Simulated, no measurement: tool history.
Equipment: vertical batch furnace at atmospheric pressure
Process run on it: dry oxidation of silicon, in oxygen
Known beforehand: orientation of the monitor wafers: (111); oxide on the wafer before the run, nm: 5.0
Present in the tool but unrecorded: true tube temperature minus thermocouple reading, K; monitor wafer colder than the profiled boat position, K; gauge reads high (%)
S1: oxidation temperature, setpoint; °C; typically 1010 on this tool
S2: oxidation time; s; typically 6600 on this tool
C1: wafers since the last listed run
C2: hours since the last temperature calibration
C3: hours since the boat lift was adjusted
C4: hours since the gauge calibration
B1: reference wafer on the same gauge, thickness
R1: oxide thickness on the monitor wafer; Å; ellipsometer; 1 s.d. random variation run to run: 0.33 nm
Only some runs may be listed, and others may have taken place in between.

run,hour,S1,S2,C1,C2,C3,C4,B1,R1
1,0.0,1024,8250,0,3546.8,2958.8,428.3,105.00,1523.9
2,57.5,1016,8340,983,3604.3,3016.3,485.8,105.02,1464.1
3,94.9,1016,8340,639,3641.7,3053.7,523.2,105.07,1451.2
4,149.3,1010,5730,930,3696.1,3108.1,577.6,104.99,1115.1
5,182.6,1010,5730,569,3729.4,3141.4,610.9,104.98,1109.8
6,211.4,1010,5730,492,3758.2,3170.2,639.7,105.00,1114.8
7,383.5,1010,6600,2944,3930.3,3342.3,811.8,105.11,1213.9
# hour 458.6: boat lift adjusted
8,459.1,1010,6600,882,4005.9,0.5,887.4,104.96,1216.4
9,508.8,1010,6600,850,4055.6,50.2,937.1,104.99,1210.2
10,548.9,1010,6600,685,4095.7,90.3,977.2,105.00,1211.1
11,581.1,1010,6600,550,4127.9,122.5,1009.4,104.91,1215.0
12,630.4,1010,6600,843,4177.2,171.8,1058.7,104.97,1211.8
13,670.5,1010,5400,685,4217.3,211.9,1098.8,105.03,1073.2
14,696.9,1031,3450,451,4243.7,238.3,1125.2,104.98,925.1
15,722.9,995,6600,444,4269.7,264.3,1151.2,105.00,1099.1
16,758.9,1026,6600,615,4305.7,300.3,1187.2,104.98,1340.0
17,822.9,997,3630,1094,4369.7,364.3,1251.2,104.93,757.9
18,859.9,1018,6600,632,4406.7,401.3,1288.2,105.13,1281.5
19,927.6,1010,4230,1158,4474.4,469.0,1355.9,104.97,920.9
20,986.9,1010,6600,1014,4533.7,528.3,1415.2,105.12,1213.6
21,1018.0,1010,6600,532,4564.8,559.4,1446.3,105.01,1215.4
22,1042.5,1001,3810,419,4589.3,583.9,1470.8,104.93,807.1
23,1079.4,1010,6600,631,4626.2,620.8,1507.7,105.03,1214.4
# hour 1146.1: thermocouples replaced and temperature profile calibrated
24,1146.6,992,7680,739,0.5,688.0,1574.9,104.98,1141.2
25,1199.0,1004,7890,896,52.9,740.4,1627.3,104.87,1263.4
# hour 1234.5: gauge calibrated
26,1260.6,1010,6600,1053,114.5,802.0,26.1,104.98,1173.4
27,1319.3,994,7590,1004,173.2,860.7,84.8,104.99,1152.1
28,1381.7,1010,4110,1067,235.6,923.1,147.2,104.99,872.3
29,1416.8,1010,6600,600,270.7,958.2,182.3,104.98,1174.2
30,1462.8,988,3690,786,316.7,1004.2,228.3,105.07,696.0
31,1516.2,1027,3840,913,370.1,1057.6,281.7,104.95,939.7
32,1564.9,1034,8850,833,418.8,1106.3,330.4,105.01,1635.7
33,1604.1,989,4290,670,458.0,1145.5,369.6,105.05,774.7
34,1798.1,1002,9690,3318,652.0,1339.5,563.6,105.05,1427.0
35,1834.2,988,5700,617,688.1,1375.6,599.7,105.09,924.6
36,1871.0,1010,6600,629,724.9,1412.4,636.5,105.02,1191.3
37,2036.8,1010,6600,2836,890.7,1578.2,802.3,105.06,1197.3
38,2108.6,990,9480,1228,962.5,1650.0,874.1,104.98,1313.2

What if the next run were any one of these 5? Each begins from the tool's condition after run 38:
A,2113.5,1010,6600,83,967.4,1654.9,879.0,?,?
B,2113.5,1027,6600,83,967.4,1654.9,879.0,?,?
C,2113.5,998,4050,83,967.4,1654.9,879.0,?,?
D,2113.5,989,8370,83,967.4,1654.9,879.0,?,?
E,2113.5,1030,4560,83,967.4,1654.9,879.0,?,?

run,B1,R1
A,104.94,1196.0
B,104.94,1332.8
C,104.94,803.6
D,104.94,1200.7
E,104.94,1078.3
Had the tool no hidden state, the same runs would have come out as:
run,R1
A,1173.2
B,1310.9
C,787.3
D,1178.6
E,1060.5
